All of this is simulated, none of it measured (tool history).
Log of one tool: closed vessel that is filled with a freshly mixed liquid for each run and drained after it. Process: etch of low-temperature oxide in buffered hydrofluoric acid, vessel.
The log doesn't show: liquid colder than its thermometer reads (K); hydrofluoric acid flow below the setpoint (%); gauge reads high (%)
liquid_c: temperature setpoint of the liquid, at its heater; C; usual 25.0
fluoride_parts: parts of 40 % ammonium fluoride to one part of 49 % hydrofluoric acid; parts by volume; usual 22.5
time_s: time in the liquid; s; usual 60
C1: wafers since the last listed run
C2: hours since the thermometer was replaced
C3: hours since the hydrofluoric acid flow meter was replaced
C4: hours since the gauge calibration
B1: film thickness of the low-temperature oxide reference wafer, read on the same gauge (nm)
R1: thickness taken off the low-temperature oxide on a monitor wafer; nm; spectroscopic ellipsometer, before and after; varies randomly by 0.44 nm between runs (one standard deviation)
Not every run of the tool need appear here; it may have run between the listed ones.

{"run": 1, "hour": 0.0, "liquid_c": 25.0, "fluoride_parts": 22.5, "time_s": 60, "C1": 0, "C2": 498.4, "C3": 496.9, "C4": 966.2, "B1": 60.0, "R1": 57.79}
{"run": 2, "hour": 47.2, "liquid_c": 22.0, "fluoride_parts": 19.5, "time_s": 60, "C1": 4980, "C2": 545.6, "C3": 544.1, "C4": 1013.4, "B1": 60.01, "R1": 54.15}
{"run": 3, "hour": 101.6, "liquid_c": 22.0, "fluoride_parts": 19.5, "time_s": 60, "C1": 5740, "C2": 600.0, "C3": 598.5, "C4": 1067.8, "B1": 59.99, "R1": 53.44}
{"run": 4, "hour": 202.5, "liquid_c": 22.0, "fluoride_parts": 19.5, "time_s": 60, "C1": 10646, "C2": 700.9, "C3": 699.4, "C4": 1168.7, "B1": 60.01, "R1": 52.86}
{"run": 5, "hour": 261.2, "liquid_c": 25.0, "fluoride_parts": 22.5, "time_s": 60, "C1": 6193, "C2": 759.6, "C3": 758.1, "C4": 1227.4, "B1": 59.98, "R1": 56.41}
{"run": 6, "hour": 346.9, "liquid_c": 25.0, "fluoride_parts": 26.0, "time_s": 40, "C1": 9042, "C2": 845.3, "C3": 843.8, "C4": 1313.1, "B1": 59.99, "R1": 33.85}
{"run": 7, "hour": 450.2, "liquid_c": 25.0, "fluoride_parts": 22.5, "time_s": 45, "C1": 10900, "C2": 948.6, "C3": 947.1, "C4": 1416.4, "B1": 60.02, "R1": 41.66}
{"run": 8, "hour": 529.3, "liquid_c": 25.0, "fluoride_parts": 22.5, "time_s": 60, "C1": 8346, "C2": 1027.7, "C3": 1026.2, "C4": 1495.5, "B1": 60.02, "R1": 55.75}
{"run": 9, "hour": 592.3, "liquid_c": 25.0, "fluoride_parts": 22.5, "time_s": 60, "C1": 6647, "C2": 1090.7, "C3": 1089.2, "C4": 1558.5, "B1": 59.99, "R1": 55.36}
{"run": 10, "hour": 681.7, "liquid_c": 25.0, "fluoride_parts": 22.5, "time_s": 60, "C1": 9433, "C2": 1180.1, "C3": 1178.6, "C4": 1647.9, "B1": 60.03, "R1": 55.37}
{"hour": 749.1, "done": "gauge calibrated"}
{"run": 11, "hour": 775.4, "liquid_c": 25.0, "fluoride_parts": 22.5, "time_s": 60, "C1": 9887, "C2": 1273.8, "C3": 1272.3, "C4": 26.3, "B1": 60.01, "R1": 54.27}
{"run": 12, "hour": 878.6, "liquid_c": 25.0, "fluoride_parts": 22.5, "time_s": 60, "C1": 10889, "C2": 1377.0, "C3": 1375.5, "C4": 129.5, "B1": 60.01, "R1": 53.54}
{"run": 13, "hour": 948.1, "liquid_c": 25.0, "fluoride_parts": 22.5, "time_s": 60, "C1": 7333, "C2": 1446.5, "C3": 1445.0, "C4": 199.0, "B1": 60.01, "R1": 53.08}
{"run": 14, "hour": 1005.1, "liquid_c": 25.0, "fluoride_parts": 22.5, "time_s": 60, "C1": 6014, "C2": 1503.5, "C3": 1502.0, "C4": 256.0, "B1": 59.99, "R1": 52.9}
{"hour": 1063.1, "done": "hydrofluoric acid flow meter replaced"}
{"run": 15, "hour": 1063.6, "liquid_c": 25.0, "fluoride_parts": 22.5, "time_s": 60, "C1": 6067, "C2": 1562.0, "C3": 0.5, "C4": 314.5, "B1": 60.02, "R1": 57.29}
{"run": 16, "hour": 1141.9, "liquid_c": 26.5, "fluoride_parts": 22.5, "time_s": 75, "C1": 8262, "C2": 1640.3, "C3": 78.8, "C4": 392.8, "B1": 60.0, "R1": 77.15}
{"run": 17, "hour": 1213.8, "liquid_c": 28.0, "fluoride_parts": 27.0, "time_s": 30, "C1": 7586, "C2": 1712.2, "C3": 150.7, "C4": 464.7, "B1": 60.01, "R1": 29.62}
{"hour": 1259.8, "done": "thermometer replaced"}
{"run": 18, "hour": 1310.7, "liquid_c": 27.0, "fluoride_parts": 25.5, "time_s": 80, "C1": 10119, "C2": 50.9, "C3": 247.6, "C4": 561.6, "B1": 60.01, "R1": 80.89}
{"run": 19, "hour": 1359.3, "liquid_c": 25.0, "fluoride_parts": 22.5, "time_s": 75, "C1": 5128, "C2": 99.5, "C3": 296.2, "C4": 610.2, "B1": 60.0, "R1": 74.2}
{"run": 20, "hour": 1446.8, "liquid_c": 29.0, "fluoride_parts": 29.0, "time_s": 50, "C1": 9232, "C2": 187.0, "C3": 383.7, "C4": 697.7, "B1": 60.03, "R1": 50.84}
{"run": 21, "hour": 1530.7, "liquid_c": 28.0, "fluoride_parts": 27.0, "time_s": 30, "C1": 8852, "C2": 270.9, "C3": 467.6, "C4": 781.6, "B1": 60.01, "R1": 30.1}
{"run": 22, "hour": 1571.8, "liquid_c": 21.0, "fluoride_parts": 18.5, "time_s": 95, "C1": 4336, "C2": 312.0, "C3": 508.7, "C4": 822.7, "B1": 59.99, "R1": 86.15}
{"run": 23, "hour": 1675.2, "liquid_c": 29.5, "fluoride_parts": 22.5, "time_s": 90, "C1": 10910, "C2": 415.4, "C3": 612.1, "C4": 926.1, "B1": 60.0, "R1": 109.29}
{"run": 24, "hour": 1721.0, "liquid_c": 25.0, "fluoride_parts": 25.5, "time_s": 30, "C1": 4832, "C2": 461.2, "C3": 657.9, "C4": 971.9, "B1": 59.99, "R1": 26.51}
{"run": 25, "hour": 1824.5, "liquid_c": 27.5, "fluoride_parts": 22.5, "time_s": 80, "C1": 10921, "C2": 564.7, "C3": 761.4, "C4": 1075.4, "B1": 59.98, "R1": 86.63}
{"run": 26, "hour": 2063.0, "liquid_c": 21.0, "fluoride_parts": 27.0, "time_s": 95, "C1": 25166, "C2": 803.2, "C3": 999.9, "C4": 1313.9, "B1": 60.0, "R1": 63.31}
{"run": 27, "hour": 2108.7, "liquid_c": 23.0, "fluoride_parts": 26.0, "time_s": 85, "C1": 4822, "C2": 848.9, "C3": 1045.6, "C4": 1359.6, "B1": 59.99, "R1": 63.8}
{"run": 28, "hour": 2182.2, "liquid_c": 25.0, "fluoride_parts": 29.5, "time_s": 90, "C1": 7755, "C2": 922.4, "C3": 1119.1, "C4": 1433.1, "B1": 59.99, "R1": 69.11}
{"run": 29, "hour": 2287.4, "liquid_c": 25.0, "fluoride_parts": 22.5, "time_s": 60, "C1": 11100, "C2": 1027.6, "C3": 1224.3, "C4": 1538.3, "B1": 60.02, "R1": 55.45}
{"hour": 2405.6, "done": "gauge calibrated"}
{"hour": 2415.1, "done": "hydrofluoric acid flow meter replaced"}
{"run": 30, "hour": 2553.9, "liquid_c": 21.0, "fluoride_parts": 22.5, "time_s": 45, "C1": 28015, "C2": 1294.1, "C3": 138.8, "C4": 148.3, "B1": 60.01, "R1": 34.57}
{"run": 31, "hour": 2649.0, "liquid_c": 29.5, "fluoride_parts": 15.5, "time_s": 30, "C1": 10034, "C2": 1389.2, "C3": 233.9, "C4": 243.4, "B1": 60.0, "R1": 50.57}
{"run": 32, "hour": 2729.0, "liquid_c": 25.0, "fluoride_parts": 22.5, "time_s": 60, "C1": 8441, "C2": 1469.2, "C3": 313.9, "C4": 323.4, "B1": 60.0, "R1": 56.37}
{"run": 33, "hour": 2822.3, "liquid_c": 20.5, "fluoride_parts": 18.5, "time_s": 60, "C1": 9844, "C2": 1562.5, "C3": 407.2, "C4": 416.7, "B1": 60.01, "R1": 50.87}

Describe how what the log doesn't record of the tool's condition differs between the last listed run preceding each entry between runs and the first listed run following it.
Between runs 10 and 11: gauge calibrated (hour 749.1)
  liquid colder than its thermometer reads (K): 0.582 -> 0.623; hydrofluoric acid flow below the setpoint (%): 7.37 -> 7.91
  measured result minus the result with no hidden state, R1: -4.87 -> -5.14 nm
Between runs 14 and 15: hydrofluoric acid flow meter replaced (hour 1063.1)
  liquid colder than its thermometer reads (K): 0.722 -> 0.747; hydrofluoric acid flow below the setpoint (%): 9.23 -> 0.0653
  measured result minus the result with no hidden state, R1: -5.91 -> -2.42 nm
Between runs 17 and 18: thermometer replaced (hour 1259.8)
  liquid colder than its thermometer reads (K): 0.812 -> 0.0622; hydrofluoric acid flow below the setpoint (%): 0.925 -> 1.48
  measured result minus the result with no hidden state, R1: -1.51 -> -1.09 nm
Between runs 29 and 30: gauge calibrated (hour 2405.6); hydrofluoric acid flow meter replaced (hour 2415.1)
  liquid colder than its thermometer reads (K): 0.484 -> 0.599; hydrofluoric acid flow below the setpoint (%): 7.07 -> 1.25
  measured result minus the result with no hidden state, R1: -4.41 -> -1.49 nm
